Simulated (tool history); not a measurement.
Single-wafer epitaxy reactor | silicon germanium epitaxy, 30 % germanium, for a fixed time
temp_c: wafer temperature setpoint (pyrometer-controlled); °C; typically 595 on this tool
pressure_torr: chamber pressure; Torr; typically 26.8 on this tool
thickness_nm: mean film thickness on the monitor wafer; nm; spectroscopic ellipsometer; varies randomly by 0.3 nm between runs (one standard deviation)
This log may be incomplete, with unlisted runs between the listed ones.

run	hour	temp_c	pressure_torr	read-back reference wafer on the same gauge, thickness_nm	thickness_nm
1	0	595	29.6	49.444	63.042
2	27.3	595	23.8	49.414	58.677
3	68.2	599	26.8	49.376	66.45
4	124.9	599	26.8	49.512	66.985
5	176.3	587	26.8	49.387	52.073
6	244	587	26.8	49.381	51.862
# hour 307.9: showerhead replaced
7	313.9	587	26.8	49.428	51.923
8	367.3	595	24.8	49.368	60.013
9	405.3	595	24.8	49.399	60.249
10	445.7	595	24.8	49.286	60.204
11	507.4	595	26.8	49.441	61.911
12	551.7	595	26.8	49.43	61.244
13	581.5	595	26.8	49.438	61.823
14	612.3	595	26.8	49.484	61.972
# hour 622.8: gauge calibrated
15	671	595	22.8	49.37	58.117
16	710	595	26.8	49.395	61.85
17	751.5	595	26.8	49.347	62.852
# hour 864.7: capacitance manometer re-zeroed and calibrated
18	872.5	595	26.8	49.441	62.224
19	932.8	595	28.6	49.43	64.12
20	991.6	608	26.8	49.464	81.163
21	1038	599	26.8	49.36	68.398
22	1084.4	581	21.3	49.394	42.66
23	1116.6	582	23.9	49.413	45.671
24	1142.5	587	21.4	49.431	48.572
25	1182.3	590	30.9	49.439	59.309
26	1238.7	590	22.2	49.402	53.117
# hour 1285.8: pyrometer calibrated
27	1286.3	595	29.6	49.508	60.627
28	1348.6	584	30.5	49.422	49.082
29	1384.5	595	26.8	49.38	59.544
30	1431.3	581	24.6	49.44	43.052

Forecast run 31:
31	1502.2	595	26.8	?	?

{"run 31": {"read-back reference wafer on the same gauge, thickness_nm": 49.494, "thickness_nm": 59.883}}
Take away the tool's hidden state, keep the run-to-run variation as it was, and the same run would have given thickness_nm 58.288 nm.
